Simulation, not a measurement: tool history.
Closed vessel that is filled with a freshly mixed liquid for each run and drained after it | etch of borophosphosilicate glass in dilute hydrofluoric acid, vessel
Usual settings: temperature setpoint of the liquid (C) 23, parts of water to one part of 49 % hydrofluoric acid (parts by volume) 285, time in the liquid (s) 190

run,hour,temperature setpoint of the liquid (C),parts of water to one part of 49 % hydrofluoric acid (parts by volume),time in the liquid (s),wafers since the last listed run,hours since the thermometer was replaced,hours since the hydrofluoric acid flow meter was replaced,hours since the gauge calibration,"read-back film thickness of the borophosphosilicate glass reference wafer, read on the same gauge (nm)",thickness taken off the borophosphosilicate glass on a monitor wafer (Å)
1,0,23,190,190,0,1469.6,177,2056.1,40.01,549.1
2,45.1,19,200,190,3869,1514.7,222.1,2101.2,40.03,441.1
# hour 60.8: thermometer replaced
3,119.8,19,200,190,6322,59,296.8,2175.9,40.03,467.8
4,216.5,23,285,190,8295,155.7,393.5,2272.6,40.01,341.9
5,315.2,23,285,190,8467,254.4,492.2,2371.3,40,342.3
6,405.3,23,285,190,7729,344.5,582.3,2461.4,39.99,335.6
7,496.6,26.5,345,190,7832,435.8,673.6,2552.7,40.03,293.3
8,572.5,26.5,345,190,6511,511.7,749.5,2628.6,40.02,289.6
# hour 625.6: hydrofluoric acid flow meter replaced
# hour 742.9: gauge calibrated
9,795.4,23,285,115,19037,734.6,169.8,52.5,40.02,208.3
10,893.1,27,285,190,8381,832.3,267.5,150.2,40.03,388.8
11,966.6,27,285,190,6305,905.8,341,223.7,39.99,389.1
12,1016.8,23,285,190,4306,956,391.2,273.9,39.97,335.8
13,1121.2,23,170,190,8956,1060.4,495.6,378.3,40,619.6
14,1187,25.5,405,265,5645,1126.2,561.4,444.1,40.01,313.3
# hour 1325.7: thermometer replaced
# hour 1383.7: hydrofluoric acid flow meter replaced
15,1506.4,21.5,370,190,27230,180.7,122.7,763.5,39.99,238.8
16,1548.7,23,285,190,3628,223,165,805.8,40.01,350.4
17,1613.6,23,415,110,5567,287.9,229.9,870.7,39.96,122.2
18,1691.9,20,415,285,6717,366.2,308.2,949,40,283.2
19,1749.1,23,285,190,4907,423.4,365.4,1006.2,40,345
20,1830.8,23,285,190,7009,505.1,447.1,1087.9,40,339.3
21,1870.6,21.5,285,190,3414,544.9,486.9,1127.7,40,321.4

Forecast run 22:
22,1940,23,190,190,5953,614.3,556.3,1197.1,?,?

read-back film thickness of the borophosphosilicate glass reference wafer, read on the same gauge (nm): 40.02
thickness taken off the borophosphosilicate glass on a monitor wafer (Å): 552.6
Without the tool's hidden state the same run would have given thickness taken off the borophosphosilicate glass on a monitor wafer (Å) 595.
